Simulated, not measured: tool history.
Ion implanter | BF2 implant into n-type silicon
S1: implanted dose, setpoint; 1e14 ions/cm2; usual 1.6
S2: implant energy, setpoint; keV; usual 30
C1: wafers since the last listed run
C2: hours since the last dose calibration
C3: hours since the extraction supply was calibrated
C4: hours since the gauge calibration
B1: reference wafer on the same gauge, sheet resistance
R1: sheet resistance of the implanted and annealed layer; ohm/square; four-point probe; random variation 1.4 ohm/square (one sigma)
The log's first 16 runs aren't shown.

run 17 day=31.45 | S1=1.3 S2=23.5 | C1=427 C2=1638.2 C3=105.2 C4=126.2 | B1=697.04 | R1=782.72
run 18 day=33.45 | S1=1.97 S2=35.5 | C1=509 C2=1686.2 C3=153.2 C4=174.2 | B1=697.38 | R1=530.37
run 19 day=35.825 | S1=1.93 S2=21 | C1=604 C2=1743.2 C3=210.2 C4=231.2 | B1=697.16 | R1=570.55
run 20 day=38.071 | S1=1.27 S2=39 | C1=571 C2=1797.1 C3=264.1 C4=285.1 | B1=696.98 | R1=742.67
run 21 day=40.454 | S1=1.14 S2=40.5 | C1=606 C2=1854.3 C3=321.3 C4=342.3 | B1=696.92 | R1=804.49
run 22 day=42.308 | S1=1.6 S2=21.5 | C1=472 C2=1898.8 C3=365.8 C4=386.8 | B1=696.77 | R1=667.3
run 23 day=43.358 | S1=1.6 S2=33 | C1=267 C2=1924 C3=391 C4=412 | B1=697.31 | R1=632.58
run 24 day=44.483 | S1=1.6 S2=30 | C1=286 C2=1951 C3=418 C4=439 | B1=697.07 | R1=638.38
run 25 day=52.654 | S1=1.33 S2=39.5 | C1=2080 C2=2147.1 C3=614.1 C4=635.1 | B1=696.87 | R1=716.69
run 26 day=55.596 | S1=1.6 S2=30 | C1=748 C2=2217.7 C3=684.7 C4=705.7 | B1=696.83 | R1=638.04
run 27 day=56.6 | S1=1.81 S2=30 | C1=255 C2=2241.8 C3=708.8 C4=729.8 | B1=697.28 | R1=577.44
-- day=59.254 Faraday cup replaced and dose calibrated
run 28 day=59.275 | S1=1.81 S2=30 | C1=596 C2=0.5 C3=773 C4=794 | B1=696.99 | R1=575.26
run 29 day=61.079 | S1=1.28 S2=37.5 | C1=459 C2=43.8 C3=816.3 C4=837.3 | B1=697.05 | R1=742.15
run 30 day=63.696 | S1=1.76 S2=30 | C1=666 C2=106.6 C3=879.1 C4=900.1 | B1=697.02 | R1=592.22
run 31 day=66.158 | S1=2.04 S2=39.5 | C1=626 C2=165.7 C3=938.2 C4=959.2 | B1=696.88 | R1=507.22
run 32 day=68.158 | S1=1.6 S2=30 | C1=509 C2=213.7 C3=986.2 C4=1007.2 | B1=697.18 | R1=639.84
run 33 day=75.946 | S1=1.14 S2=40.5 | C1=1982 C2=400.6 C3=1173.1 C4=1194.1 | B1=697.11 | R1=806.12

5 ways to go on from here, each from the tool as it stands after run 33. What would each give?
run A day=75.962 | S1=1.6 S2=30 | C1=4 C2=401 C3=1173.5 C4=1194.5 | B1=? | R1=?
run B day=75.962 | S1=1.13 S2=26.5 | C1=4 C2=401 C3=1173.5 C4=1194.5 | B1=? | R1=?
run C day=75.962 | S1=1.6 S2=38.5 | C1=4 C2=401 C3=1173.5 C4=1194.5 | B1=? | R1=?
run D day=75.962 | S1=1.94 S2=38.5 | C1=4 C2=401 C3=1173.5 C4=1194.5 | B1=? | R1=?
run E day=75.962 | S1=1.94 S2=36.5 | C1=4 C2=401 C3=1173.5 C4=1194.5 | B1=? | R1=?

run=A B1=696.94 R1=641.21
run=B B1=696.94 R1=867.14
run=C B1=696.94 R1=621.1
run=D B1=696.94 R1=531.73
run=E B1=696.94 R1=535.14
Without the tool's hidden state the same runs would have given:
run=A R1=641.21
run=B R1=867.14
run=C R1=621.1
run=D R1=531.73
run=E R1=535.14

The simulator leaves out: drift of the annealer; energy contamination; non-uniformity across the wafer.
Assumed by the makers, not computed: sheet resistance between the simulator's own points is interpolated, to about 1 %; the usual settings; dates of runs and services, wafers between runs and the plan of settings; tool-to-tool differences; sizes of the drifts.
